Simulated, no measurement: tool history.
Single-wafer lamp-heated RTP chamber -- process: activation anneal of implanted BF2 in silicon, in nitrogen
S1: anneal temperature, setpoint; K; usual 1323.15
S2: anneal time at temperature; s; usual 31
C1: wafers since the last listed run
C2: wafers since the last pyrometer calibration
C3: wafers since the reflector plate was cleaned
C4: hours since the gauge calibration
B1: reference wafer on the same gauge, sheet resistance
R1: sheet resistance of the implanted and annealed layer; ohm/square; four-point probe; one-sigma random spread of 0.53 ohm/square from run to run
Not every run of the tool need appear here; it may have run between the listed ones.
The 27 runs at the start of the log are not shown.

run	day	S1	S2	C1	C2	C3	C4	B1	R1
28	30.471	1313.15	31	291	1087	3281	499.3	209.32	235.85
29	31.575	1310.15	31	278	1365	3560	525.8	209.16	240.77
30	32.379	1340.15	37	202	1568	3762	545.1	209.37	197.94
31	33.85	1341.15	15	370	1939	4133	580.4	209.49	228.33
32	34.629	1295.15	42	196	2135	4329	599.1	209.5	251.68
33	35.358	1349.15	31	183	2319	4513	616.6	209.51	195.19
34	35.988	1300.15	49	158	2477	4672	631.7	209.43	237.47
# day 36.988: reflector plate cleaned
35	37.325	1323.15	31	253	2730	84	663.8	209.35	222.18
36	38.512	1337.15	46	299	3030	384	692.3	209.6	195.47
37	39.788	1323.15	31	321	3351	705	722.9	209.62	221.88
38	41.267	1301.15	23	372	3724	1078	758.4	209.6	267.92

Below are 3 alternative next runs, each starting from the tool's condition after run 38. Predict each:
A	41.283	1323.15	31	4	3728	1082	758.8	?	?
B	41.283	1343.15	25	4	3728	1082	758.8	?	?
C	41.283	1308.15	14	4	3728	1082	758.8	?	?

run	B1	R1
A	209.7	221.94
B	209.7	206.98
C	209.7	279.91
Had the tool no hidden state, the same runs would have come out as:
run	R1
A	219.12
B	204.36
C	276.35
